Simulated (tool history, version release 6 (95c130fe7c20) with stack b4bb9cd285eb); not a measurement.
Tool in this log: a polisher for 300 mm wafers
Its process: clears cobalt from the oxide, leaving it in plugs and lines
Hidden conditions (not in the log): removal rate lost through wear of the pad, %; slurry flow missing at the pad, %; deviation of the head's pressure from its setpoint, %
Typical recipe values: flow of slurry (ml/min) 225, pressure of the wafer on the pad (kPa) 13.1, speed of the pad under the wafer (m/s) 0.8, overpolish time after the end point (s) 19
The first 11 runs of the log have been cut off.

run,hour,flow of slurry (ml/min),pressure of the wafer on the pad (kPa),speed of the pad under the wafer (m/s),overpolish time after the end point (s),wafers since the last listed run,wafers polished on this pad,hours since the slurry nozzle was cleaned,hours since the head pressure was calibrated,"incoming thickness of the incoming film, nm",time until the end point was called (s),dishing of a wide line in a test structure (nm)
12,648.4,225,13.1,0.8,23,797,1130,181.9,424.8,251.6,75.1,41.4
13,683.3,225,13.1,0.8,23,408,1539,216.8,459.7,254.9,76.6,41.1
# hour 688.4: head pressure recalibrated
14,742.7,225,13.1,0.8,19,672,2212,276.2,54.3,250.5,74,36.5
15,802.2,225,13.1,0.8,19,697,2909,335.7,113.8,251.8,78.3,36.9
16,841.6,225,15.9,0.8,19,461,3370,375.1,153.2,249,69.2,38.9
# hour 858.9: slurry nozzle cleaned
17,910.1,275,16.5,0.52,26,790,4161,51.2,221.7,244.7,84.2,40.8
# hour 928.2: worn pad replaced by a new one
18,956.3,225,13.1,0.8,19,494,329,97.4,267.9,249.7,72.5,38.7
19,1013.1,225,13.1,0.8,19,665,995,154.2,324.7,252.4,75.5,38.1
20,1044.4,225,13.1,0.8,19,366,1361,185.5,356,248.9,74.7,37.4
21,1088.4,225,13.1,0.8,19,515,1877,229.5,400,253.7,75.7,36.6
22,1113.5,185,13.1,1.02,19,294,2171,254.6,425.1,248.4,63.9,39.5
23,1185.1,225,13.1,1,27,838,3010,326.2,496.7,250,64,45.1
# hour 1210: head pressure recalibrated
# hour 1228.8: slurry nozzle cleaned
24,1242,225,9.7,0.54,19,631,3642,13.2,32,250.8,129.5,27
# hour 1264.8: worn pad replaced by a new one
25,1308.6,225,13.1,0.8,19,733,513,79.8,98.6,247.1,71.6,38
26,1367.1,170,13.1,1,19,685,1199,138.3,157.1,250.2,66,40.7
27,1424.9,225,13.1,0.96,28,677,1876,196.1,214.9,248.8,66.2,45.4
28,1495.3,225,13.1,0.8,19,824,2701,266.5,285.3,249.1,74.6,36
29,1531.5,250,13.1,0.8,19,424,3125,302.7,321.5,254.6,78.6,37.9
# hour 1551.8: slurry nozzle cleaned
30,1559,265,15.2,0.68,26,310,3436,7.2,349,249.2,76.7,43.1
31,1593.5,225,10.3,0.8,11,404,3840,41.7,383.5,245.9,90.7,23.1
# hour 1643.6: worn pad replaced by a new one
32,1644.1,225,13.1,0.8,19,546,6,92.3,434.1,247.8,72.1,39
33,1679.7,145,13.1,1.04,22,417,423,127.9,469.7,247,61.3,43.4
# hour 1734.7: head pressure recalibrated
34,1751.2,225,15.2,0.8,19,814,1237,199.4,16.5,249.5,66.8,39.3

Forecast each of these 4 alternatives for the next run:
A,1751.7,225,13.1,0.8,19,5,1243,199.9,17,248.3,?,?
B,1751.7,165,13.1,0.8,19,5,1243,199.9,17,248.3,?,?
C,1751.7,225,13.1,1,19,5,1243,199.9,17,248.3,?,?
D,1751.7,165,15.9,0.62,11,5,1243,199.9,17,248.3,?,?

run,time until the end point was called (s),dishing of a wide line in a test structure (nm)
A,73.1,37.5
B,75.4,36.9
C,61.6,40.6
D,77.9,25.9
Without the tool's hidden state the same runs would have given:
run,time until the end point was called (s),dishing of a wide line in a test structure (nm)
A,68.9,38.6
B,71,38
C,58,41.6
D,73.4,27
